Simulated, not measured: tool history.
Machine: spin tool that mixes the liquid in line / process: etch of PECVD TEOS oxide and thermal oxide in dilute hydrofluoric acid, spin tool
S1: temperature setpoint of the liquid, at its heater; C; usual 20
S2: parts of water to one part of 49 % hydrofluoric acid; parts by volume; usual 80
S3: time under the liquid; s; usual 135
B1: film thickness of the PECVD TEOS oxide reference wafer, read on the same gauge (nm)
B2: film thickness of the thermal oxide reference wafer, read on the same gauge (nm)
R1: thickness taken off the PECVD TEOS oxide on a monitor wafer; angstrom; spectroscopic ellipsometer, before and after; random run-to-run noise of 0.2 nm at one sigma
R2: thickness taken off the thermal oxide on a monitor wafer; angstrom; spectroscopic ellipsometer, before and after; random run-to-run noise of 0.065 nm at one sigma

run 1 day=0 | S1=20 S2=80 S3=135 | B1=40.01 B2=149.99 | R1=251.5 R2=74.7
run 2 day=1.933 | S1=20 S2=80 S3=135 | B1=39.98 B2=150.01 | R1=245.6 R2=76.2
run 3 day=5.95 | S1=20 S2=80 S3=135 | B1=40.02 B2=150.01 | R1=252.1 R2=75.2
run 4 day=9.317 | S1=20 S2=80 S3=135 | B1=39.98 B2=150 | R1=254.7 R2=75.7
run 5 day=11.938 | S1=20 S2=80 S3=135 | B1=39.99 B2=150 | R1=254 R2=76
run 6 day=13.558 | S1=20 S2=80 S3=135 | B1=39.96 B2=150.02 | R1=261 R2=76.9
run 7 day=17.929 | S1=20 S2=80 S3=135 | B1=39.99 B2=150.02 | R1=260.2 R2=78.7
run 8 day=21.988 | S1=20 S2=80 S3=135 | B1=39.99 B2=150.02 | R1=255.8 R2=78.8
-- day=24.454 gauge calibrated
run 9 day=26.183 | S1=20 S2=80 S3=135 | B1=39.99 B2=150.01 | R1=264.8 R2=78.6
run 10 day=28.2 | S1=20 S2=80 S3=135 | B1=40 B2=150.02 | R1=265.7 R2=79.8
run 11 day=30.467 | S1=20 S2=80 S3=135 | B1=40.01 B2=149.99 | R1=267.3 R2=81.3
run 12 day=34.046 | S1=17 S2=115 S3=75 | B1=39.95 B2=149.97 | R1=89.1 R2=26.6
-- day=36.204 hydrofluoric acid flow meter replaced
run 13 day=38.171 | S1=20 S2=80 S3=190 | B1=39.99 B2=150 | R1=349.4 R2=104.6
run 14 day=40.933 | S1=20 S2=80 S3=135 | B1=40 B2=150 | R1=246 R2=74
run 15 day=43.325 | S1=20 S2=80 S3=135 | B1=39.99 B2=149.98 | R1=250.8 R2=74.4
run 16 day=47.812 | S1=20 S2=80 S3=135 | B1=39.97 B2=149.99 | R1=252.5 R2=75
-- day=49.254 thermometer replaced
run 17 day=50.517 | S1=24 S2=90 S3=210 | B1=39.97 B2=150 | R1=374.6 R2=114.1
run 18 day=54.967 | S1=20 S2=80 S3=135 | B1=40 B2=150.02 | R1=239.1 R2=71
run 19 day=57.212 | S1=17 S2=80 S3=85 | B1=39.97 B2=150 | R1=133 R2=40.2
run 20 day=60.158 | S1=20 S2=80 S3=175 | B1=40.04 B2=149.99 | R1=309.8 R2=93.1
run 21 day=64.354 | S1=22.5 S2=90 S3=135 | B1=39.98 B2=150 | R1=235.4 R2=72.4
run 22 day=68.512 | S1=20 S2=80 S3=135 | B1=39.98 B2=149.99 | R1=246.5 R2=74.3
run 23 day=72.812 | S1=20 S2=65 S3=200 | B1=39.97 B2=150 | R1=456.4 R2=140.4
run 24 day=75.083 | S1=17 S2=50 S3=170 | B1=40.03 B2=150.01 | R1=461.2 R2=138.9
run 25 day=78.775 | S1=22 S2=95 S3=60 | B1=40.01 B2=150.01 | R1=101.7 R2=30.3
run 26 day=81.362 | S1=17 S2=50 S3=135 | B1=40.02 B2=150 | R1=373.6 R2=110.5
run 27 day=82.917 | S1=21.5 S2=80 S3=165 | B1=39.98 B2=150.01 | R1=337.7 R2=98.7

Below are 3 alternative next runs, each starting from the tool's condition after run 27. Predict each:
run A day=82.938 | S1=20 S2=80 S3=135 | B1=? B2=? | R1=? R2=?
run B day=82.938 | S1=17 S2=110 S3=90 | B1=? B2=? | R1=? R2=?
run C day=82.938 | S1=22.5 S2=80 S3=180 | B1=? B2=? | R1=? R2=?

run=A B1=39.98 B2=150.01 R1=256 R2=75.6
run=B B1=39.98 B2=150.01 R1=106.2 R2=31.4
run=C B1=39.98 B2=150.01 R1=378.3 R2=111.7
The same runs, with their run-to-run variation unchanged, on a tool lacking any hidden condition would have given:
run=A R1=226.4 R2=66.9
run=B R1=93.7 R2=27.7
run=C R1=334.6 R2=98.8
